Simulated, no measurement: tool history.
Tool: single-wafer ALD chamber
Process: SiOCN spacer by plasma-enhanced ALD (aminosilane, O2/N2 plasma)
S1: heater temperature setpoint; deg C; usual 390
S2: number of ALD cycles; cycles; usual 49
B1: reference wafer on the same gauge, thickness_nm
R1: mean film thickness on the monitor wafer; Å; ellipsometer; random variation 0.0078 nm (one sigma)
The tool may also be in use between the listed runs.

run   hour   S1  S2     B1     R1
  1    0.0  390  49  3.230  31.16
  2    9.9  400  49  3.230  30.97
  3   22.4  400  49  3.234  31.04
  4   36.9  390  49  3.227  31.21
  5   48.9  390  49  3.230  31.22
  6   60.4  390  49  3.232  31.11
      71.6  -- gauge calibrated
  7   74.5  390  49  3.227  31.34
  8   85.5  402  49  3.232  30.80
  9   99.4  383  40  3.231  25.55
 10  115.6  376  52  3.231  33.16
 11  123.3  379  49  3.231  31.21
 12  130.4  390  58  3.229  36.98
 13  144.9  400  49  3.231  31.01
     159.0  -- thermocouple changed; heater temperature recalibrated
 14  197.3  390  49  3.229  31.15
 15  213.4  390  58  3.228  36.96
     218.6  -- gauge calibrated
 16  221.8  400  55  3.232  35.02

4 ways to go on from here, each from the tool as it stands after run 16. What would each give?
  A  222.3  390  49   ?   ?
  B  222.3  396  49   ?   ?
  C  222.3  375  49   ?   ?
  D  222.3  395  57   ?   ?

run     B1     R1
  A  3.229  31.24
  B  3.229  31.24
  C  3.229  31.24
  D  3.229  36.34
Without the tool's hidden state the same runs would have given:
run     R1
  A  31.24
  B  31.24
  C  31.24
  D  36.34

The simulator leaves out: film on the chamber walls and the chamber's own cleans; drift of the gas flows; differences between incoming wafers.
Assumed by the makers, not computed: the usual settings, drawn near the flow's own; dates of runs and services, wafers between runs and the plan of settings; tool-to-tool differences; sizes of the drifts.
